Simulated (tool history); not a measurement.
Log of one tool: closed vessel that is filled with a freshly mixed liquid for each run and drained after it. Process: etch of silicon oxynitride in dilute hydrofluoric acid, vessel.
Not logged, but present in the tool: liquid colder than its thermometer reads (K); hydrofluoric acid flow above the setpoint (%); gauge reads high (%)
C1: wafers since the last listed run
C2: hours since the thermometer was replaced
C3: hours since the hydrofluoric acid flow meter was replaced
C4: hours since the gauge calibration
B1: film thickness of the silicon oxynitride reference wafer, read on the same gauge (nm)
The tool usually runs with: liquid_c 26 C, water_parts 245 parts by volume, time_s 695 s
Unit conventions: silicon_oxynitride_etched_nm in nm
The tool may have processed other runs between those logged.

{"run": 1, "hour": 0.0, "liquid_c": 26, "water_parts": 245, "time_s": 695, "C1": 0, "C2": 270.7, "C3": 777.6, "C4": 1065.1, "B1": 120.01, "silicon_oxynitride_etched_nm": 11.42}
{"run": 2, "hour": 104.8, "liquid_c": 26, "water_parts": 245, "time_s": 695, "C1": 9101, "C2": 375.5, "C3": 882.4, "C4": 1169.9, "B1": 119.99, "silicon_oxynitride_etched_nm": 11.37}
{"run": 3, "hour": 185.4, "liquid_c": 26, "water_parts": 245, "time_s": 695, "C1": 6999, "C2": 456.1, "C3": 963, "C4": 1250.5, "B1": 120.01, "silicon_oxynitride_etched_nm": 11.3}
{"run": 4, "hour": 284.9, "liquid_c": 26, "water_parts": 245, "time_s": 695, "C1": 8641, "C2": 555.6, "C3": 1062.5, "C4": 1350, "B1": 120, "silicon_oxynitride_etched_nm": 11.33}
{"run": 5, "hour": 351.2, "liquid_c": 26, "water_parts": 245, "time_s": 695, "C1": 5757, "C2": 621.9, "C3": 1128.8, "C4": 1416.3, "B1": 120.01, "silicon_oxynitride_etched_nm": 11.36}
{"hour": 427.4, "done": "thermometer replaced"}
{"run": 6, "hour": 434.3, "liquid_c": 26, "water_parts": 245, "time_s": 695, "C1": 7130, "C2": 6.9, "C3": 1211.9, "C4": 1499.4, "B1": 119.99, "silicon_oxynitride_etched_nm": 11.53}
{"run": 7, "hour": 538.0, "liquid_c": 26, "water_parts": 245, "time_s": 695, "C1": 9005, "C2": 110.6, "C3": 1315.6, "C4": 1603.1, "B1": 119.98, "silicon_oxynitride_etched_nm": 11.56}
{"run": 8, "hour": 626.3, "liquid_c": 26, "water_parts": 245, "time_s": 695, "C1": 7668, "C2": 198.9, "C3": 1403.9, "C4": 1691.4, "B1": 120, "silicon_oxynitride_etched_nm": 11.63}
{"run": 9, "hour": 688.8, "liquid_c": 26, "water_parts": 245, "time_s": 695, "C1": 5427, "C2": 261.4, "C3": 1466.4, "C4": 1753.9, "B1": 120, "silicon_oxynitride_etched_nm": 11.45}
{"run": 10, "hour": 752.0, "liquid_c": 26, "water_parts": 245, "time_s": 695, "C1": 5488, "C2": 324.6, "C3": 1529.6, "C4": 1817.1, "B1": 120, "silicon_oxynitride_etched_nm": 11.47}
{"run": 11, "hour": 865.3, "liquid_c": 30, "water_parts": 245, "time_s": 920, "C1": 9839, "C2": 437.9, "C3": 1642.9, "C4": 1930.4, "B1": 120.02, "silicon_oxynitride_etched_nm": 17.96}
{"run": 12, "hour": 958.4, "liquid_c": 26, "water_parts": 245, "time_s": 480, "C1": 8085, "C2": 531, "C3": 1736, "C4": 2023.5, "B1": 119.99, "silicon_oxynitride_etched_nm": 7.97}
{"run": 13, "hour": 1021.1, "liquid_c": 24.5, "water_parts": 180, "time_s": 695, "C1": 5445, "C2": 593.7, "C3": 1798.7, "C4": 2086.2, "B1": 119.99, "silicon_oxynitride_etched_nm": 15.52}
{"hour": 1030.8, "done": "thermometer replaced"}
{"run": 14, "hour": 1101.7, "liquid_c": 26, "water_parts": 245, "time_s": 695, "C1": 6912, "C2": 70.9, "C3": 1879.3, "C4": 2166.8, "B1": 119.99, "silicon_oxynitride_etched_nm": 11.6}
{"run": 15, "hour": 1209.1, "liquid_c": 26, "water_parts": 130, "time_s": 525, "C1": 9327, "C2": 178.3, "C3": 1986.7, "C4": 2274.2, "B1": 119.99, "silicon_oxynitride_etched_nm": 18.26}
{"hour": 1264.0, "done": "hydrofluoric acid flow meter replaced"}
{"run": 16, "hour": 1272.5, "liquid_c": 26, "water_parts": 245, "time_s": 695, "C1": 5419, "C2": 241.7, "C3": 8.5, "C4": 2337.6, "B1": 119.99, "silicon_oxynitride_etched_nm": 12.09}
{"run": 17, "hour": 1366.0, "liquid_c": 24, "water_parts": 315, "time_s": 430, "C1": 8120, "C2": 335.2, "C3": 102, "C4": 2431.1, "B1": 120, "silicon_oxynitride_etched_nm": 5.12}
{"run": 18, "hour": 1435.4, "liquid_c": 26, "water_parts": 245, "time_s": 695, "C1": 6027, "C2": 404.6, "C3": 171.4, "C4": 2500.5, "B1": 119.99, "silicon_oxynitride_etched_nm": 12.09}
{"run": 19, "hour": 1542.7, "liquid_c": 26, "water_parts": 295, "time_s": 310, "C1": 9318, "C2": 511.9, "C3": 278.7, "C4": 2607.8, "B1": 120.01, "silicon_oxynitride_etched_nm": 4.32}
{"run": 20, "hour": 1604.7, "liquid_c": 26, "water_parts": 245, "time_s": 695, "C1": 5384, "C2": 573.9, "C3": 340.7, "C4": 2669.8, "B1": 120.01, "silicon_oxynitride_etched_nm": 12.16}
{"run": 21, "hour": 1661.5, "liquid_c": 27.5, "water_parts": 160, "time_s": 590, "C1": 4932, "C2": 630.7, "C3": 397.5, "C4": 2726.6, "B1": 120, "silicon_oxynitride_etched_nm": 18.02}
{"run": 22, "hour": 1699.2, "liquid_c": 26, "water_parts": 245, "time_s": 695, "C1": 3274, "C2": 668.4, "C3": 435.2, "C4": 2764.3, "B1": 120.01, "silicon_oxynitride_etched_nm": 12.17}
{"hour": 1699.2, "done": "gauge calibrated"}
{"hour": 1700.4, "done": "thermometer replaced"}
{"hour": 1729.5, "done": "hydrofluoric acid flow meter replaced, repeated, since the last time left the tool worse"}
{"run": 23, "hour": 1760.2, "liquid_c": 26, "water_parts": 305, "time_s": 695, "C1": 5123, "C2": 59.8, "C3": 30.7, "C4": 61, "B1": 120, "silicon_oxynitride_etched_nm": 8.55}
{"run": 24, "hour": 1855.0, "liquid_c": 26, "water_parts": 280, "time_s": 1080, "C1": 8233, "C2": 154.6, "C3": 125.5, "C4": 155.8, "B1": 120.01, "silicon_oxynitride_etched_nm": 14.73}
{"run": 25, "hour": 1913.1, "liquid_c": 24, "water_parts": 245, "time_s": 575, "C1": 5045, "C2": 212.7, "C3": 183.6, "C4": 213.9, "B1": 119.99, "silicon_oxynitride_etched_nm": 8.49}
{"run": 26, "hour": 1982.4, "liquid_c": 26, "water_parts": 245, "time_s": 570, "C1": 6018, "C2": 282, "C3": 252.9, "C4": 283.2, "B1": 120, "silicon_oxynitride_etched_nm": 9.21}
{"run": 27, "hour": 2052.1, "liquid_c": 22, "water_parts": 275, "time_s": 380, "C1": 6053, "C2": 351.7, "C3": 322.6, "C4": 352.9, "B1": 119.99, "silicon_oxynitride_etched_nm": 4.52}
{"run": 28, "hour": 2286.0, "liquid_c": 26, "water_parts": 245, "time_s": 695, "C1": 20313, "C2": 585.6, "C3": 556.5, "C4": 586.8, "B1": 120.01, "silicon_oxynitride_etched_nm": 11.42}
{"hour": 2326.3, "done": "thermometer replaced"}
{"run": 29, "hour": 2340.6, "liquid_c": 26, "water_parts": 335, "time_s": 695, "C1": 4654, "C2": 14.3, "C3": 611.1, "C4": 641.4, "B1": 119.98, "silicon_oxynitride_etched_nm": 7.71}
{"run": 30, "hour": 2551.5, "liquid_c": 21.5, "water_parts": 245, "time_s": 1000, "C1": 18315, "C2": 225.2, "C3": 822, "C4": 852.3, "B1": 120.01, "silicon_oxynitride_etched_nm": 13.29}
{"run": 31, "hour": 2635.3, "liquid_c": 26, "water_parts": 245, "time_s": 695, "C1": 7277, "C2": 309, "C3": 905.8, "C4": 936.1, "B1": 119.99, "silicon_oxynitride_etched_nm": 11.29}
{"run": 32, "hour": 2731.4, "liquid_c": 26, "water_parts": 245, "time_s": 390, "C1": 8345, "C2": 405.1, "C3": 1001.9, "C4": 1032.2, "B1": 120, "silicon_oxynitride_etched_nm": 6.4}

How would selected steps in silicon_oxynitride_etched_nm from run to run divide? Give the signed amount a tool lacking its hidden state would still show from settings, what came in and random variation, and the signed amount left for the hidden state, including any gauge scatter that is not in both of the compared results.
Run 11 -> 12: liquid_c 30 -> 26, time_s 920 -> 480. silicon_oxynitride_etched_nm -9.99 nm: hidden state -0.36, all else -9.63.
Run 18 -> 19: water_parts 245 -> 295, time_s 695 -> 310. silicon_oxynitride_etched_nm -7.77 nm: hidden state -0.61, all else -7.16.
Run 19 -> 20: water_parts 295 -> 245, time_s 310 -> 695. silicon_oxynitride_etched_nm +7.84 nm: hidden state +0.65, all else +7.19.
Run 22 -> 23: water_parts 245 -> 305, gauge calibrated, thermometer replaced, hydrofluoric acid flow meter replaced, repeated, since the last time left the tool worse. silicon_oxynitride_etched_nm -3.62 nm: hidden state -1, all else -2.62.
